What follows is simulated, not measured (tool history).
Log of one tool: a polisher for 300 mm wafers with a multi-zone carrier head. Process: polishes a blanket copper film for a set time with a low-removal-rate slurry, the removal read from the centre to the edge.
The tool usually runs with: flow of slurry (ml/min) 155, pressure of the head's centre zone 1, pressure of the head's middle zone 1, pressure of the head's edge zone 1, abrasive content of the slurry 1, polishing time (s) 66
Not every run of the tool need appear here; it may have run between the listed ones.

run,hour,flow of slurry (ml/min),pressure of the head's centre zone,pressure of the head's middle zone,pressure of the head's edge zone,abrasive content of the slurry,polishing time (s),wafers since the last listed run,wafers polished on this pad,hours since the slurry nozzle was cleaned,hours since the centre zone pressure was calibrated,hours since the edge zone pressure was calibrated,hours since the carrier head's membrane was replaced,"incoming thickness of the incoming film, nm",film removed at the wafer's centre (nm),film removed at mid-radius (nm),film removed at the wafer's edge (nm)
1,0,155,1,0.94,1,1,66,0,228,59.9,1086.1,346.2,794.7,855.9,195.6,188.2,196.6
2,18.3,155,1,1,1,1,66,235,463,78.2,1104.4,364.5,813,864.1,196.4,198.8,195.3
3,34.8,155,1,1,1,1,66,212,675,94.7,1120.9,381,829.5,855.8,196.4,192.3,189.5
4,70.2,155,1,1,1,1,66,454,1130,130.1,1156.3,416.4,864.9,843.6,185.8,185,185.3
# hour 101.4: worn pad replaced by a new one
5,101.9,155,1,1,1,1,66,355,6,161.8,1188,448.1,896.6,876.8,199.4,197.6,195.6
6,118.5,155,1,1,1.06,1,66,213,220,178.4,1204.6,464.7,913.2,859.4,196.3,196.3,202.8
7,140.4,155,1,1,1.06,1,66,281,501,200.3,1226.5,486.6,935.1,851.9,194.2,196.2,199.8
# hour 154.8: edge zone pressure recalibrated
8,155.3,155,1,1,1.06,1,66,165,667,215.2,1241.4,0.5,950,847.3,189.1,196.3,195.2
9,172.2,155,1,1,1,1,88,217,884,232.1,1258.3,17.4,966.9,857.5,256.3,255.4,250.7
10,191,155,1,1,1,1,66,241,1125,250.9,1277.1,36.2,985.7,855.4,179.5,184.4,182.3
# hour 211.1: carrier head's membrane replaced by a new one
# hour 216: slurry nozzle cleaned
11,222,155,1,0.94,1.1,1.25,66,321,1447,6,1308.1,67.2,10.9,855.2,179.9,172.7,191.4
# hour 230.5: worn pad replaced by a new one
12,257.2,155,1.05,1,1.11,1,66,400,343,41.2,1343.3,102.4,46.1,875.3,196.5,194,197.8
# hour 269.3: centre zone pressure recalibrated
13,272.3,155,1,1,1.07,1,76,168,511,56.3,3,117.5,61.2,848.5,219.7,220.5,227
14,306.6,155,1,1,1,1,66,440,952,90.6,37.3,151.8,95.5,861.4,182,184,182
15,319.4,200,1,1.03,0.91,1.15,66,164,1116,103.4,50.1,164.6,108.3,867,187.7,197.9,182.5
# hour 335.4: worn pad replaced by a new one
16,348.8,155,1,1,0.93,1.1,66,326,172,132.8,79.5,194,137.7,872.6,202.2,202.2,193.7

For some of the steps in film removed at the wafer's centre (nm) from one run to the next: how much would appear even if the tool had no hidden state, given the settings, what came in and random variation, and how much remains for the hidden state plus any gauge scatter that the measured result and the result without hidden state don't share?
The tool's hidden condition here consists of: removal rate lost through wear of the pad, %; slurry flow missing at the pad, %; deviation of the centre zone's pressure from its setpoint, %; deviation of the edge zone's pressure from its setpoint, %.
Run 9 -> 10: polishing time (s) 88 -> 66. film removed at the wafer's centre (nm) -76.8: hidden state -1.3, all else -75.5.
Run 11 -> 12: pressure of the head's centre zone 1 -> 1.05, pressure of the head's middle zone 0.94 -> 1, pressure of the head's edge zone 1.1 -> 1.11, abrasive content of the slurry 1.25 -> 1, worn pad replaced by a new one. film removed at the wafer's centre (nm) +16.6: hidden state +20.3, all else -3.7.
